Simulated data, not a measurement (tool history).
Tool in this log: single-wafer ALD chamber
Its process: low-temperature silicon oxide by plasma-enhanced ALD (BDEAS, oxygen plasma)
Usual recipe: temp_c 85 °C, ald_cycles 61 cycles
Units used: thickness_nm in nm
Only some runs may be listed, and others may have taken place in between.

| run | hour | temp_c | ald_cycles | wafers since the last listed run | hours since the last thermocouple change | hours since the gauge calibration | read-back reference wafer on the same gauge, thickness_nm | thickness_nm |
|---|---|---|---|---|---|---|---|---|
| 1 | 0.0 | 90 | 61 | 0 | 1529.4 | 469.6 | 9.523 | 9.263 |
| 2 | 46.5 | 90 | 61 | 171 | 1575.9 | 516.1 | 9.534 | 9.253 |
| 3 | 118.2 | 85 | 58 | 264 | 1647.6 | 587.8 | 9.541 | 8.960 |
| 4 | 159.4 | 85 | 61 | 152 | 1688.8 | 629.0 | 9.526 | 9.406 |
| 5 | 198.9 | 85 | 61 | 145 | 1728.3 | 668.5 | 9.545 | 9.438 |
| 6 | 286.0 | 85 | 61 | 321 | 1815.4 | 755.6 | 9.542 | 9.398 |
| 7 | 386.3 | 85 | 61 | 370 | 1915.7 | 855.9 | 9.524 | 9.424 |
| 8 | 480.6 | 85 | 61 | 348 | 2010.0 | 950.2 | 9.530 | 9.463 |
| 9 | 570.5 | 85 | 66 | 331 | 2099.9 | 1040.1 | 9.533 | 10.227 |
| 10 | 655.4 | 85 | 66 | 313 | 2184.8 | 1125.0 | 9.528 | 10.242 |
| 11 | 697.4 | 85 | 61 | 155 | 2226.8 | 1167.0 | 9.527 | 9.445 |
| 12 | 749.6 | 73 | 49 | 192 | 2279.0 | 1219.2 | 9.532 | 7.818 |
|  | 877.6 | thermocouple changed; heater temperature recalibrated |
| 13 | 978.4 | 85 | 56 | 815 | 100.8 | 1448.0 | 9.533 | 8.511 |
| 14 | 1069.3 | 92 | 51 | 335 | 191.7 | 1538.9 | 9.532 | 7.607 |
| 15 | 1176.9 | 85 | 73 | 397 | 299.3 | 1646.5 | 9.525 | 11.065 |
|  | 1368.3 | gauge calibrated |
| 16 | 1427.1 | 98 | 50 | 923 | 549.5 | 58.8 | 9.536 | 7.361 |
| 17 | 1501.2 | 91 | 68 | 273 | 623.6 | 132.9 | 9.535 | 10.230 |
| 18 | 1565.9 | 85 | 61 | 238 | 688.3 | 197.6 | 9.528 | 9.372 |
| 19 | 1615.6 | 78 | 68 | 183 | 738.0 | 247.3 | 9.535 | 10.640 |
| 20 | 1670.5 | 85 | 72 | 202 | 792.9 | 302.2 | 9.535 | 11.020 |
| 21 | 1756.3 | 85 | 61 | 316 | 878.7 | 388.0 | 9.527 | 9.344 |

The tool's hidden state at each run:
gauge reads high (%): 0 at every run
H1: wafer temperature above the value expected at the setpoint (K)
| run | H1 |
|---|---|
| 1 | -5.17 |
| 2 | -5.23 |
| 3 | -5.31 |
| 4 | -5.36 |
| 5 | -5.4 |
| 6 | -5.48 |
| 7 | -5.57 |
| 8 | -5.65 |
| 9 | -5.71 |
| 10 | -5.77 |
| 11 | -5.79 |
| 12 | -5.82 |
| 13 | 0.275 |
| 14 | -0.269 |
| 15 | -0.846 |
| 16 | -1.95 |
| 17 | -2.22 |
| 18 | -2.44 |
| 19 | -2.6 |
| 20 | -2.76 |
| 21 | -3 |
